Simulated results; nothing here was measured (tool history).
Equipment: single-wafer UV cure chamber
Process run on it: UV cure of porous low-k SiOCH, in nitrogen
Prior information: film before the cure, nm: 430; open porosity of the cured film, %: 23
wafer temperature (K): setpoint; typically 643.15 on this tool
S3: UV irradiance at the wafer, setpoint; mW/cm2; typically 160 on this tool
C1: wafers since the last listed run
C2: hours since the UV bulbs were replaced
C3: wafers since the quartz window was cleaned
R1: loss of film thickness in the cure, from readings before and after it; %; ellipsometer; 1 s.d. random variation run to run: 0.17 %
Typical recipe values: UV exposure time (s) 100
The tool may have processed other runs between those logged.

{"run": 1, "hour": 0.0, "wafer temperature (K)": 643.15, "UV exposure time (s)": 100, "S3": 160, "C1": 0, "C2": 239.6, "C3": 1659, "R1": 10.09}
{"run": 2, "hour": 58.6, "wafer temperature (K)": 643.15, "UV exposure time (s)": 100, "S3": 160, "C1": 188, "C2": 298.2, "C3": 1848, "R1": 9.883}
{"run": 3, "hour": 231.3, "wafer temperature (K)": 643.15, "UV exposure time (s)": 100, "S3": 160, "C1": 556, "C2": 470.9, "C3": 2404, "R1": 9.439}
{"run": 4, "hour": 256.8, "wafer temperature (K)": 643.15, "UV exposure time (s)": 100, "S3": 187, "C1": 82, "C2": 496.4, "C3": 2487, "R1": 10.191}
{"run": 5, "hour": 323.3, "wafer temperature (K)": 643.15, "UV exposure time (s)": 100, "S3": 160, "C1": 214, "C2": 562.9, "C3": 2701, "R1": 9.83}
{"run": 6, "hour": 377.9, "wafer temperature (K)": 643.15, "UV exposure time (s)": 100, "S3": 160, "C1": 175, "C2": 617.5, "C3": 2877, "R1": 9.619}
{"run": 7, "hour": 420.5, "wafer temperature (K)": 643.15, "UV exposure time (s)": 100, "S3": 160, "C1": 137, "C2": 660.1, "C3": 3014, "R1": 9.73}
{"run": 8, "hour": 445.1, "wafer temperature (K)": 643.15, "UV exposure time (s)": 100, "S3": 160, "C1": 79, "C2": 684.7, "C3": 3093, "R1": 9.517}
{"run": 9, "hour": 515.1, "wafer temperature (K)": 643.15, "UV exposure time (s)": 100, "S3": 160, "C1": 225, "C2": 754.7, "C3": 3319, "R1": 9.77}
{"run": 10, "hour": 580.2, "wafer temperature (K)": 643.15, "UV exposure time (s)": 100, "S3": 160, "C1": 209, "C2": 819.8, "C3": 3528, "R1": 9.628}
{"run": 11, "hour": 628.0, "wafer temperature (K)": 643.15, "UV exposure time (s)": 70, "S3": 150, "C1": 154, "C2": 867.6, "C3": 3682, "R1": 7.64}
{"hour": 657.6, "done": "quartz window cleaned"}
{"run": 12, "hour": 688.4, "wafer temperature (K)": 643.15, "UV exposure time (s)": 45, "S3": 160, "C1": 168, "C2": 928, "C3": 99, "R1": 7.195}
{"hour": 697.2, "done": "UV bulbs replaced"}
{"run": 13, "hour": 739.9, "wafer temperature (K)": 643.15, "UV exposure time (s)": 130, "S3": 160, "C1": 140, "C2": 42.7, "C3": 239, "R1": 12.498}
{"run": 14, "hour": 803.0, "wafer temperature (K)": 643.15, "UV exposure time (s)": 100, "S3": 160, "C1": 203, "C2": 105.8, "C3": 442, "R1": 10.589}
{"run": 15, "hour": 844.4, "wafer temperature (K)": 643.15, "UV exposure time (s)": 100, "S3": 148, "C1": 133, "C2": 147.2, "C3": 575, "R1": 10.001}
{"run": 16, "hour": 886.6, "wafer temperature (K)": 643.15, "UV exposure time (s)": 45, "S3": 189, "C1": 135, "C2": 189.4, "C3": 711, "R1": 7.611}
{"run": 17, "hour": 949.1, "wafer temperature (K)": 653.15, "UV exposure time (s)": 100, "S3": 173, "C1": 201, "C2": 251.9, "C3": 913, "R1": 11.041}
{"run": 18, "hour": 1010.0, "wafer temperature (K)": 655.15, "UV exposure time (s)": 55, "S3": 182, "C1": 196, "C2": 312.8, "C3": 1109, "R1": 8.363}
{"run": 19, "hour": 1062.6, "wafer temperature (K)": 635.15, "UV exposure time (s)": 100, "S3": 160, "C1": 169, "C2": 365.4, "C3": 1278, "R1": 9.995}
{"run": 20, "hour": 1131.6, "wafer temperature (K)": 643.15, "UV exposure time (s)": 75, "S3": 160, "C1": 222, "C2": 434.4, "C3": 1501, "R1": 8.939}
{"run": 21, "hour": 1166.0, "wafer temperature (K)": 643.15, "UV exposure time (s)": 100, "S3": 160, "C1": 110, "C2": 468.8, "C3": 1612, "R1": 10.314}

5 ways to go on from here, each from the tool as it stands after run 21. What would each give?
{"run": "A", "hour": 1166.5, "wafer temperature (K)": 643.15, "UV exposure time (s)": 100, "S3": 160, "C1": 1, "C2": 469.3, "C3": 1613, "R1": "?"}
{"run": "B", "hour": 1166.5, "wafer temperature (K)": 643.15, "UV exposure time (s)": 135, "S3": 160, "C1": 1, "C2": 469.3, "C3": 1613, "R1": "?"}
{"run": "C", "hour": 1166.5, "wafer temperature (K)": 630.15, "UV exposure time (s)": 100, "S3": 138, "C1": 1, "C2": 469.3, "C3": 1613, "R1": "?"}
{"run": "D", "hour": 1166.5, "wafer temperature (K)": 643.15, "UV exposure time (s)": 150, "S3": 199, "C1": 1, "C2": 469.3, "C3": 1613, "R1": "?"}
{"run": "E", "hour": 1166.5, "wafer temperature (K)": 656.15, "UV exposure time (s)": 135, "S3": 184, "C1": 1, "C2": 469.3, "C3": 1613, "R1": "?"}

run=A R1=10.202
run=B R1=11.721
run=C R1=9.199
run=D R1=13.411
run=E R1=12.724
With no hidden state in the tool, these same runs would have given:
run=A R1=11.056
run=B R1=12.602
run=C R1=10.034
run=D R1=14.322
run=E R1=13.623
